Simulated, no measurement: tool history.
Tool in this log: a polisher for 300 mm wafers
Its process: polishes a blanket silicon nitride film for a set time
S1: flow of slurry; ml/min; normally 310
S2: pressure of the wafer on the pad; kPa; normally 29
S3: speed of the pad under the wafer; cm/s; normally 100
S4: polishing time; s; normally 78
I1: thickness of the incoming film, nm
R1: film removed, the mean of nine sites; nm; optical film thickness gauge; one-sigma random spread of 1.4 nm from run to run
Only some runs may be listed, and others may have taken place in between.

run   hour   S1    S2   S3   S4     I1     R1
  1      0  330    29  100   78  573.2  160.3
  2   29.8  230    29  100   78  587.4  157.2
  3   47.3  310    29  100   96  567.1  199.9
  4     63  310    29  100   96  582.9  197.2
  5   80.9  310    29  100   96  574.2  199.3
      92.5  -- worn pad replaced by a new one
  6   95.8  310    29  100   78  578.7  162.7
  7  129.7  310    29  100   78  581.8  160.5
  8  159.5  285    29  100   78  576.6    160
  9  182.2  285    29  100   78  570.4    159
 10  200.5  310    29  120   78  575.4  177.4
 11  215.1  310    29  120   78  572.7  176.9
     226.2  -- worn pad replaced by a new one
 12  234.7  310    29  120   78  577.8  175.4
 13  253.5  310    29  100   78  584.5    160
     261.6  -- slurry nozzle cleaned
 14  283.8  310    29  100   78  583.6  163.9
 15    298  310    29  100   78  588.2  167.3
 16  327.4  310    29  114   78  583.5  178.3
     358.6  -- worn pad replaced by a new one
 17  361.6  310    29  100  100  570.8  212.9
 18  383.7  340  35.9   84   63  576.6  147.6
 19  405.7  235    29   78   93  587.9  167.9
 20  440.3  245  35.9   84   67  579.9  150.5
 21  455.5  310    29  100   96  587.8  200.8
 22  478.9  385  25.5  100   78  576.2  150.6
 23  510.1  380  38.6  100   92  587.1  250.6
 24  524.4  310    29  100   90  581.6  191.5
     532.2  -- worn pad replaced by a new one
 25  537.8  310    29  100   88    577    186
 26  565.4  410  37.2   78   78  582.7  179.1
     577.6  -- head pressure recalibrated
 27  596.7  310    29  100   78    577  163.2
 28  625.5  310    29  100   78  586.8  164.3
 29  660.6  400    29  100  101  577.5    216
     680.6  -- worn pad replaced by a new one
 30  690.7  230    29  122   78  570.9  179.2
 31  703.1  310    29  100   78  581.7  163.2
 32  734.8  310    29  100   78  581.1  160.4
 33  761.2  210  35.2  110   67    578  168.1

What would each run have given without the hidden state, its run-to-run variation left as it was?
Unlogged tool condition in this case: removal rate lost through wear of the pad, %; slurry flow missing at the pad, %; deviation of the head's pressure from its setpoint, %.
run     R1
  1  164.3
  2  162.8
  3  205.9
  4  203.3
  5  205.7
  6  168.1
  7  166.2
  8  166.6
  9  165.8
 10  184.7
 11  184.5
 12  183.2
 13  167.4
 14  164.5
 15    168
 16  179.3
 17  214.4
 18  148.8
 19  169.8
 20  152.5
 21  203.2
 22  152.2
 23  253.8
 24  194.4
 25    189
 26  181.7
 27  166.4
 28  167.8
 29  220.1
 30  184.8
 31  167.5
 32  164.9
 33  174.8
